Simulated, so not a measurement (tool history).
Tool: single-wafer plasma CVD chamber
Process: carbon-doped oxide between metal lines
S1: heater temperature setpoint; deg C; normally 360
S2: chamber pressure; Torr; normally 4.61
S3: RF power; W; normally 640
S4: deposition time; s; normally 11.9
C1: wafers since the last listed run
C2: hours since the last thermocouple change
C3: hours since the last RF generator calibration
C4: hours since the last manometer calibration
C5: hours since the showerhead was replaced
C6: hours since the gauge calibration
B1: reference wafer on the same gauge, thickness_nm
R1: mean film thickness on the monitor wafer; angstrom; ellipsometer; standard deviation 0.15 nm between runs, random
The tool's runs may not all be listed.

{"run": 1, "day": 0.0, "S1": 360, "S2": 4.61, "S3": 640, "S4": 11.9, "C1": 0, "C2": 1328.1, "C3": 1685.1, "C4": 863.7, "C5": 3581.3, "C6": 28.1, "B1": 58.494, "R1": 623.42}
{"run": 2, "day": 0.342, "S1": 360, "S2": 4.61, "S3": 640, "S4": 11.9, "C1": 165, "C2": 1336.3, "C3": 1693.3, "C4": 871.9, "C5": 3589.5, "C6": 36.3, "B1": 58.518, "R1": 624.1}
{"run": 3, "day": 0.971, "S1": 360, "S2": 4.61, "S3": 640, "S4": 11.9, "C1": 304, "C2": 1351.4, "C3": 1708.4, "C4": 887, "C5": 3604.6, "C6": 51.4, "B1": 58.475, "R1": 619.95}
{"run": 4, "day": 1.479, "S1": 360, "S2": 3.95, "S3": 640, "S4": 11.9, "C1": 245, "C2": 1363.6, "C3": 1720.6, "C4": 899.2, "C5": 3616.8, "C6": 63.6, "B1": 58.462, "R1": 611.61}
{"run": 5, "day": 2.129, "S1": 360, "S2": 3.95, "S3": 640, "S4": 11.9, "C1": 314, "C2": 1379.2, "C3": 1736.2, "C4": 914.8, "C5": 3632.4, "C6": 79.2, "B1": 58.487, "R1": 612.68}
{"run": 6, "day": 2.4, "S1": 360, "S2": 3.95, "S3": 640, "S4": 11.9, "C1": 130, "C2": 1385.7, "C3": 1742.7, "C4": 921.3, "C5": 3638.9, "C6": 85.7, "B1": 58.498, "R1": 613.92}
{"run": 7, "day": 2.9, "S1": 360, "S2": 4.61, "S3": 715, "S4": 11.9, "C1": 241, "C2": 1397.7, "C3": 1754.7, "C4": 933.3, "C5": 3650.9, "C6": 97.7, "B1": 58.551, "R1": 681.98}
{"run": 8, "day": 3.629, "S1": 360, "S2": 4.61, "S3": 715, "S4": 11.9, "C1": 352, "C2": 1415.2, "C3": 1772.2, "C4": 950.8, "C5": 3668.4, "C6": 115.2, "B1": 58.488, "R1": 680.65}
{"run": 9, "day": 3.992, "S1": 360, "S2": 4.61, "S3": 715, "S4": 11.9, "C1": 175, "C2": 1423.9, "C3": 1780.9, "C4": 959.5, "C5": 3677.1, "C6": 123.9, "B1": 58.465, "R1": 680.03}
{"day": 4.438, "done": "thermocouple changed; heater temperature recalibrated"}
{"run": 10, "day": 4.458, "S1": 346, "S2": 5.71, "S3": 530, "S4": 10.9, "C1": 64, "C2": 0.5, "C3": 1792.1, "C4": 970.7, "C5": 3688.3, "C6": 135.1, "B1": 58.509, "R1": 508.7}
{"day": 4.954, "done": "RF generator calibrated"}
{"day": 5.721, "done": "gauge calibrated"}
{"day": 6.325, "done": "showerhead replaced"}
{"run": 11, "day": 6.346, "S1": 360, "S2": 3.89, "S3": 725, "S4": 10, "C1": 590, "C2": 45.8, "C3": 33.4, "C4": 1016, "C5": 0.5, "C6": 15, "B1": 58.534, "R1": 606.23}
{"run": 12, "day": 6.738, "S1": 353, "S2": 4.12, "S3": 740, "S4": 10.8, "C1": 189, "C2": 55.2, "C3": 42.8, "C4": 1025.4, "C5": 9.9, "C6": 24.4, "B1": 58.518, "R1": 681.66}
{"run": 13, "day": 7.458, "S1": 360, "S2": 3.64, "S3": 600, "S4": 11.9, "C1": 348, "C2": 72.5, "C3": 60.1, "C4": 1042.7, "C5": 27.2, "C6": 41.7, "B1": 58.512, "R1": 614.1}
{"run": 14, "day": 7.817, "S1": 369, "S2": 4.16, "S3": 640, "S4": 11.9, "C1": 173, "C2": 81.1, "C3": 68.7, "C4": 1051.3, "C5": 35.8, "C6": 50.3, "B1": 58.484, "R1": 645.69}
{"day": 8.162, "done": "capacitance manometer re-zeroed and calibrated"}
{"run": 15, "day": 8.183, "S1": 360, "S2": 4.61, "S3": 640, "S4": 11.9, "C1": 16, "C2": 89.9, "C3": 77.5, "C4": 0.5, "C5": 44.6, "C6": 59.1, "B1": 58.513, "R1": 665.14}
{"run": 16, "day": 8.625, "S1": 360, "S2": 4.61, "S3": 640, "S4": 11.9, "C1": 213, "C2": 100.5, "C3": 88.1, "C4": 11.1, "C5": 55.2, "C6": 69.7, "B1": 58.511, "R1": 665.08}
{"run": 17, "day": 9.208, "S1": 350, "S2": 4.05, "S3": 715, "S4": 9.8, "C1": 282, "C2": 114.5, "C3": 102.1, "C4": 25.1, "C5": 69.2, "C6": 83.7, "B1": 58.54, "R1": 603.61}
{"run": 18, "day": 9.721, "S1": 360, "S2": 4.61, "S3": 640, "S4": 13.2, "C1": 247, "C2": 126.8, "C3": 114.4, "C4": 37.4, "C5": 81.5, "C6": 96, "B1": 58.521, "R1": 732.81}
{"run": 19, "day": 10.354, "S1": 360, "S2": 4.61, "S3": 640, "S4": 11.9, "C1": 306, "C2": 142, "C3": 129.6, "C4": 52.6, "C5": 96.7, "C6": 111.2, "B1": 58.485, "R1": 661.96}

Forecast each of these 4 alternatives for the next run:
{"run": "A", "day": 10.371, "S1": 369, "S2": 4.61, "S3": 640, "S4": 11.9, "C1": 8, "C2": 142.4, "C3": 130, "C4": 53, "C5": 97.1, "C6": 111.6, "B1": "?", "R1": "?"}
{"run": "B", "day": 10.371, "S1": 348, "S2": 4.61, "S3": 545, "S4": 10.6, "C1": 8, "C2": 142.4, "C3": 130, "C4": 53, "C5": 97.1, "C6": 111.6, "B1": "?", "R1": "?"}
{"run": "C", "day": 10.371, "S1": 360, "S2": 4.61, "S3": 690, "S4": 11.9, "C1": 8, "C2": 142.4, "C3": 130, "C4": 53, "C5": 97.1, "C6": 111.6, "B1": "?", "R1": "?"}
{"run": "D", "day": 10.371, "S1": 373, "S2": 3.75, "S3": 530, "S4": 11, "C1": 8, "C2": 142.4, "C3": 130, "C4": 53, "C5": 97.1, "C6": 111.6, "B1": "?", "R1": "?"}

run=A B1=58.44 R1=650.6
run=B B1=58.44 R1=530.2
run=C B1=58.44 R1=704.79
run=D B1=58.44 R1=495.43
With the hidden condition removed and each run's random variation left untouched, the same runs would have given:
run=A R1=660.14
run=B R1=538.2
run=C R1=714.91
run=D R1=503.04

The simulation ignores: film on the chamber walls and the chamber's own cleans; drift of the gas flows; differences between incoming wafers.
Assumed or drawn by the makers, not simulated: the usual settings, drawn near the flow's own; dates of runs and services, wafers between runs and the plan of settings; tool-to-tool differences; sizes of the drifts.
